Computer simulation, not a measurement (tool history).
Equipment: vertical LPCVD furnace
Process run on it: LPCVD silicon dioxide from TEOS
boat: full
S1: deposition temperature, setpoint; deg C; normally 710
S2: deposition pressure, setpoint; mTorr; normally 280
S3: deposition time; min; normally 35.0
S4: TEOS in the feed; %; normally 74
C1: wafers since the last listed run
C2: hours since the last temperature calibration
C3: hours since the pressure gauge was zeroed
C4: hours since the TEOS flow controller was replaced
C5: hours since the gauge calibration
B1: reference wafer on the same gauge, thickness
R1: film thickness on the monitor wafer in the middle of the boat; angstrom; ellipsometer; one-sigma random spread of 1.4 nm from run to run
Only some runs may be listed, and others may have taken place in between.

run 1 hour=0.0 | S1=710 S2=280 S3=35.0 S4=66 | C1=0 C2=1508.3 C3=3598.3 C4=4675.3 C5=343.7 | B1=273.90 | R1=3251.4
run 2 hour=39.3 | S1=710 S2=280 S3=35.0 S4=74 | C1=410 C2=1547.6 C3=3637.6 C4=4714.6 C5=383.0 | B1=273.69 | R1=3428.8
run 3 hour=74.5 | S1=710 S2=280 S3=35.0 S4=74 | C1=367 C2=1582.8 C3=3672.8 C4=4749.8 C5=418.2 | B1=273.84 | R1=3434.4
run 4 hour=144.2 | S1=710 S2=280 S3=35.0 S4=74 | C1=727 C2=1652.5 C3=3742.5 C4=4819.5 C5=487.9 | B1=273.81 | R1=3450.5
run 5 hour=192.1 | S1=710 S2=280 S3=35.0 S4=74 | C1=499 C2=1700.4 C3=3790.4 C4=4867.4 C5=535.8 | B1=274.04 | R1=3463.0
run 6 hour=262.1 | S1=710 S2=280 S3=35.0 S4=74 | C1=730 C2=1770.4 C3=3860.4 C4=4937.4 C5=605.8 | B1=273.83 | R1=3462.8
-- hour=321.8 TEOS flow controller replaced
-- hour=345.7 pressure gauge zeroed
run 7 hour=346.2 | S1=713 S2=320 S3=35.0 S4=74 | C1=377 C2=1854.5 C3=0.5 C4=24.4 C5=689.9 | B1=273.55 | R1=4012.4
run 8 hour=368.7 | S1=704 S2=245 S3=35.0 S4=69 | C1=234 C2=1877.0 C3=23.0 C4=46.9 C5=712.4 | B1=273.82 | R1=2750.1
run 9 hour=437.0 | S1=710 S2=255 S3=45.5 S4=74 | C1=712 C2=1945.3 C3=91.3 C4=115.2 C5=780.7 | B1=273.84 | R1=4347.1
-- hour=479.6 thermocouples replaced and temperature profile calibrated
run 10 hour=486.0 | S1=703 S2=340 S3=39.0 S4=62 | C1=260 C2=6.4 C3=140.3 C4=164.2 C5=829.7 | B1=274.14 | R1=3131.6
-- hour=537.1 gauge calibrated
run 11 hour=552.9 | S1=701 S2=250 S3=35.0 S4=80 | C1=698 C2=73.3 C3=207.2 C4=231.1 C5=15.8 | B1=274.02 | R1=2595.9

Estimate the outcome of run 12 from the log above:
run 12 hour=600.2 | S1=710 S2=280 S3=35.0 S4=74 | C1=493 C2=120.6 C3=254.5 C4=278.4 C5=63.1 | B1=? | R1=?

B1: 273.83
R1: 3281.7 angstrom
Take away the tool's hidden state, keep the run-to-run variation as it was, and the same run would have given R1 3246.9 angstrom.

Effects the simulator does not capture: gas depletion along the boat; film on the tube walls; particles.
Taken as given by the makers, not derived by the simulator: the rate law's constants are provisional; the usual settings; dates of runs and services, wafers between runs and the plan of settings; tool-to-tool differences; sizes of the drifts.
